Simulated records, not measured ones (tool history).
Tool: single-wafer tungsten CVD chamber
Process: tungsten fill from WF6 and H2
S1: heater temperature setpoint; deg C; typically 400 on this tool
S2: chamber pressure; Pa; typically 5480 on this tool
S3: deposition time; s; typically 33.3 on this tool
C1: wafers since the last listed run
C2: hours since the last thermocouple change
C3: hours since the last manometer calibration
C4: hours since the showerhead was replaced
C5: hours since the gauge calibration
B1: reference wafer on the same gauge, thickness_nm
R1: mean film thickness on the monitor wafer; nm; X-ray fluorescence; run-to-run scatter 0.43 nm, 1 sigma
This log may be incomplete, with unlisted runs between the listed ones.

run 1 day=0.000 | S1=400 S2=5480 S3=33.3 | C1=0 C2=1362.8 C3=987.1 C4=4374.7 C5=35.9 | B1=126.027 | R1=115.337
run 2 day=0.988 | S1=400 S2=5480 S3=33.3 | C1=400 C2=1386.5 C3=1010.8 C4=4398.4 C5=59.6 | B1=125.974 | R1=114.425
run 3 day=2.383 | S1=400 S2=5480 S3=33.3 | C1=565 C2=1420.0 C3=1044.3 C4=4431.9 C5=93.1 | B1=125.930 | R1=115.610
run 4 day=3.733 | S1=400 S2=5480 S3=33.3 | C1=547 C2=1452.4 C3=1076.7 C4=4464.3 C5=125.5 | B1=125.904 | R1=115.046
run 5 day=5.071 | S1=400 S2=5480 S3=33.3 | C1=542 C2=1484.5 C3=1108.8 C4=4496.4 C5=157.6 | B1=126.110 | R1=115.691
run 6 day=6.133 | S1=400 S2=4893 S3=33.3 | C1=430 C2=1510.0 C3=1134.3 C4=4521.9 C5=183.1 | B1=126.043 | R1=111.806
run 7 day=6.842 | S1=400 S2=5480 S3=33.3 | C1=287 C2=1527.0 C3=1151.3 C4=4538.9 C5=200.1 | B1=126.017 | R1=114.729
run 8 day=7.904 | S1=400 S2=5480 S3=33.3 | C1=430 C2=1552.5 C3=1176.8 C4=4564.4 C5=225.6 | B1=125.991 | R1=114.526
run 9 day=8.862 | S1=400 S2=5480 S3=33.3 | C1=388 C2=1575.5 C3=1199.8 C4=4587.4 C5=248.6 | B1=125.989 | R1=115.545
run 10 day=10.333 | S1=400 S2=5480 S3=33.3 | C1=596 C2=1610.8 C3=1235.1 C4=4622.7 C5=283.9 | B1=125.899 | R1=114.607
run 11 day=10.846 | S1=409 S2=4693 S3=33.3 | C1=207 C2=1623.1 C3=1247.4 C4=4635.0 C5=296.2 | B1=126.073 | R1=130.028
-- day=11.767 thermocouple changed; heater temperature recalibrated
run 12 day=11.788 | S1=409 S2=4693 S3=33.3 | C1=246 C2=0.5 C3=1270.0 C4=4657.6 C5=318.8 | B1=126.029 | R1=129.717
run 13 day=12.150 | S1=409 S2=4693 S3=33.3 | C1=146 C2=9.2 C3=1278.7 C4=4666.3 C5=327.5 | B1=125.955 | R1=129.533
run 14 day=13.108 | S1=400 S2=5480 S3=33.3 | C1=388 C2=32.2 C3=1301.7 C4=4689.3 C5=350.5 | B1=125.959 | R1=114.563
run 15 day=13.883 | S1=400 S2=5480 S3=33.3 | C1=314 C2=50.8 C3=1320.3 C4=4707.9 C5=369.1 | B1=125.919 | R1=114.010
run 16 day=14.817 | S1=400 S2=5480 S3=33.3 | C1=378 C2=73.2 C3=1342.7 C4=4730.3 C5=391.5 | B1=126.011 | R1=114.382
run 17 day=15.529 | S1=400 S2=5480 S3=33.3 | C1=288 C2=90.3 C3=1359.8 C4=4747.4 C5=408.6 | B1=125.969 | R1=115.018
run 18 day=16.167 | S1=387 S2=6319 S3=33.3 | C1=258 C2=105.6 C3=1375.1 C4=4762.7 C5=423.9 | B1=125.898 | R1=93.175
run 19 day=16.733 | S1=390 S2=4613 S3=30.5 | C1=229 C2=119.2 C3=1388.7 C4=4776.3 C5=437.5 | B1=126.000 | R1=82.663
run 20 day=18.900 | S1=400 S2=5480 S3=33.3 | C1=878 C2=171.2 C3=1440.7 C4=4828.3 C5=489.5 | B1=126.151 | R1=114.413
run 21 day=20.304 | S1=405 S2=5480 S3=33.3 | C1=569 C2=204.9 C3=1474.4 C4=4862.0 C5=523.2 | B1=126.141 | R1=125.445
run 22 day=24.721 | S1=400 S2=6693 S3=27.4 | C1=1790 C2=310.9 C3=1580.4 C4=4968.0 C5=629.2 | B1=126.008 | R1=100.411
-- day=25.642 capacitance manometer re-zeroed and calibrated
run 23 day=26.162 | S1=387 S2=5026 S3=35.2 | C1=449 C2=345.5 C3=12.5 C4=5002.6 C5=663.8 | B1=126.062 | R1=93.548
-- day=26.867 showerhead replaced
-- day=27.117 gauge calibrated
run 24 day=27.188 | S1=400 S2=5480 S3=33.3 | C1=280 C2=370.1 C3=37.1 C4=7.7 C5=1.7 | B1=125.974 | R1=117.135
run 25 day=28.346 | S1=400 S2=5480 S3=33.3 | C1=469 C2=397.9 C3=64.9 C4=35.5 C5=29.5 | B1=125.991 | R1=116.769
run 26 day=29.712 | S1=409 S2=4666 S3=33.3 | C1=554 C2=430.7 C3=97.7 C4=68.3 C5=62.3 | B1=125.945 | R1=131.450
run 27 day=31.108 | S1=405 S2=4960 S3=27.1 | C1=565 C2=464.2 C3=131.2 C4=101.8 C5=95.8 | B1=126.052 | R1=100.677
run 28 day=32.288 | S1=400 S2=6693 S3=29.8 | C1=478 C2=492.5 C3=159.5 C4=130.1 C5=124.1 | B1=125.966 | R1=111.115
run 29 day=33.217 | S1=409 S2=4693 S3=33.3 | C1=376 C2=514.8 C3=181.8 C4=152.4 C5=146.4 | B1=126.020 | R1=131.713
run 30 day=33.967 | S1=390 S2=4613 S3=30.5 | C1=304 C2=532.8 C3=199.8 C4=170.4 C5=164.4 | B1=126.106 | R1=83.877
run 31 day=35.396 | S1=396 S2=5480 S3=33.3 | C1=579 C2=567.1 C3=234.1 C4=204.7 C5=198.7 | B1=126.032 | R1=108.089
run 32 day=36.312 | S1=400 S2=5080 S3=33.3 | C1=371 C2=589.1 C3=256.1 C4=226.7 C5=220.7 | B1=125.946 | R1=114.028

Alternative continuations, all from the tool just after run 32; predict every row:
run A day=36.329 | S1=400 S2=5480 S3=30.8 | C1=6 C2=589.5 C3=256.5 C4=227.1 C5=221.1 | B1=? | R1=?
run B day=36.329 | S1=409 S2=4893 S3=36.8 | C1=6 C2=589.5 C3=256.5 C4=227.1 C5=221.1 | B1=? | R1=?
run C day=36.329 | S1=415 S2=5080 S3=33.3 | C1=6 C2=589.5 C3=256.5 C4=227.1 C5=221.1 | B1=? | R1=?
run D day=36.329 | S1=396 S2=6039 S3=33.3 | C1=6 C2=589.5 C3=256.5 C4=227.1 C5=221.1 | B1=? | R1=?

run=A B1=126.014 R1=107.632
run=B B1=126.014 R1=146.190
run=C B1=126.014 R1=147.794
run=D B1=126.014 R1=111.182
With the hidden condition removed and each run's random variation left untouched, the same runs would have given:
run=A R1=107.766
run=B R1=146.373
run=C R1=147.979
run=D R1=111.318
